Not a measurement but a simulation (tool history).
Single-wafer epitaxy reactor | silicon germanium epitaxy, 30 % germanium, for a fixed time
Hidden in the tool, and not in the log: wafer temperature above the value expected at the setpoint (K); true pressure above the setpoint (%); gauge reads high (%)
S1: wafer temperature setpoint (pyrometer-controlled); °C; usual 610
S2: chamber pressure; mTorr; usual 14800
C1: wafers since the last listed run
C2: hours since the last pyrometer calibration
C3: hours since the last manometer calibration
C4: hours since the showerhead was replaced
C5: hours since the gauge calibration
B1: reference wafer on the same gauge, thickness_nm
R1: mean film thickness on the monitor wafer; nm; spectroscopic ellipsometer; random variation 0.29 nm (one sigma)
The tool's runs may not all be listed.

run,day,S1,S2,C1,C2,C3,C4,C5,B1,R1
1,0.000,610,14800,0,256.6,661.3,6593.1,263.3,51.348,61.055
2,4.496,610,15800,2580,364.5,769.2,6701.0,371.2,51.428,62.242
3,8.592,610,12900,2350,462.8,867.5,6799.3,469.5,51.450,57.250
4,12.854,610,12900,2446,565.1,969.8,6901.6,571.8,51.402,57.166
5,15.112,601,17000,1296,619.3,1024.0,6955.8,626.0,51.397,53.156
6,19.188,615,14800,2338,717.1,1121.8,7053.6,723.8,51.373,66.980
7,22.450,615,14800,1872,795.4,1200.1,7131.9,802.1,51.435,67.077
8,24.762,615,14800,1327,850.9,1255.6,7187.4,857.6,51.363,66.947
9,29.100,610,14800,2489,955.0,1359.7,7291.5,961.7,51.403,60.767
10,33.342,610,12500,2434,1056.8,1461.5,7393.3,1063.5,51.327,55.586
11,35.567,610,12500,1276,1110.2,1514.9,7446.7,1116.9,51.308,55.612
12,39.104,610,14800,2030,1195.1,1599.8,7531.6,1201.8,51.320,60.598
13,42.912,610,12700,2185,1286.5,1691.2,7623.0,1293.2,51.267,55.823
# day 44.996: showerhead replaced
# day 45.112: pyrometer calibrated
14,45.812,610,14800,1405,16.8,1760.8,19.6,1362.8,51.450,59.874
# day 47.746: capacitance manometer re-zeroed and calibrated
15,47.904,610,13500,1009,67.0,3.8,69.8,1413.0,51.312,59.693
16,50.021,610,13500,1214,117.8,54.6,120.6,1463.8,51.455,59.512
17,52.450,610,13500,1394,176.1,112.9,178.9,1522.1,51.377,59.230
18,56.633,619,14800,2400,276.5,213.3,279.3,1622.5,51.374,73.630
19,59.358,618,17300,1563,341.9,278.7,344.7,1687.9,51.326,77.214
20,61.446,610,13000,1198,392.0,328.8,394.8,1738.0,51.378,58.087
# day 62.575: gauge calibrated
21,63.792,603,11200,1346,448.3,385.1,451.1,29.2,51.409,46.408
22,67.729,610,12200,2259,542.8,479.6,545.6,123.7,51.404,55.894
23,70.150,610,14800,1389,600.9,537.7,603.7,181.8,51.421,61.145
24,74.400,596,14800,2439,702.9,639.7,705.7,283.8,51.402,46.054
25,76.775,595,17900,1363,759.9,696.7,762.7,340.8,51.455,48.441
26,80.646,617,16300,2221,852.8,789.6,855.6,433.7,51.410,72.217
27,84.592,618,12500,2264,947.5,884.3,950.3,528.4,51.379,66.053
28,88.442,610,14800,2209,1039.9,976.7,1042.7,620.8,51.437,60.623
29,91.108,610,14800,1530,1103.9,1040.7,1106.7,684.8,51.394,60.753
# day 92.817: pyrometer calibrated
30,93.046,625,13800,920,5.5,1087.2,1153.2,731.3,51.484,78.991
31,94.758,610,14800,982,46.6,1128.3,1194.3,772.4,51.347,60.322
32,98.162,606,14800,1953,128.3,1210.0,1276.0,854.1,51.359,55.119
33,101.104,615,17200,1688,198.9,1280.6,1346.6,924.7,51.355,71.682
34,109.188,604,11200,4639,392.9,1474.6,1540.6,1118.7,51.367,46.484

How the hidden state differs across the entries between the runs, from the last listed run before each to the first after it:
Between runs 13 and 14: showerhead replaced (day 44.996); pyrometer calibrated (day 45.112)
  true pressure above the setpoint (%): -7.17 -> -7.45
  measured less the result without the state, R1: -1.868 -> -2.089 nm
Between runs 14 and 15: capacitance manometer re-zeroed and calibrated (day 47.746)
  true pressure above the setpoint (%): -7.45 -> -0.898
  measured less the result without the state, R1: -2.089 -> -0.238 nm
Between runs 20 and 21: gauge calibrated (day 62.575)
  true pressure above the setpoint (%): -2.22 -> -2.45
  measured less the result without the state, R1: -0.578 -> -0.510 nm
Between runs 29 and 30: pyrometer calibrated (day 92.817)
  true pressure above the setpoint (%): -5.11 -> -5.3
  measured less the result without the state, R1: -1.425 -> -1.924 nm

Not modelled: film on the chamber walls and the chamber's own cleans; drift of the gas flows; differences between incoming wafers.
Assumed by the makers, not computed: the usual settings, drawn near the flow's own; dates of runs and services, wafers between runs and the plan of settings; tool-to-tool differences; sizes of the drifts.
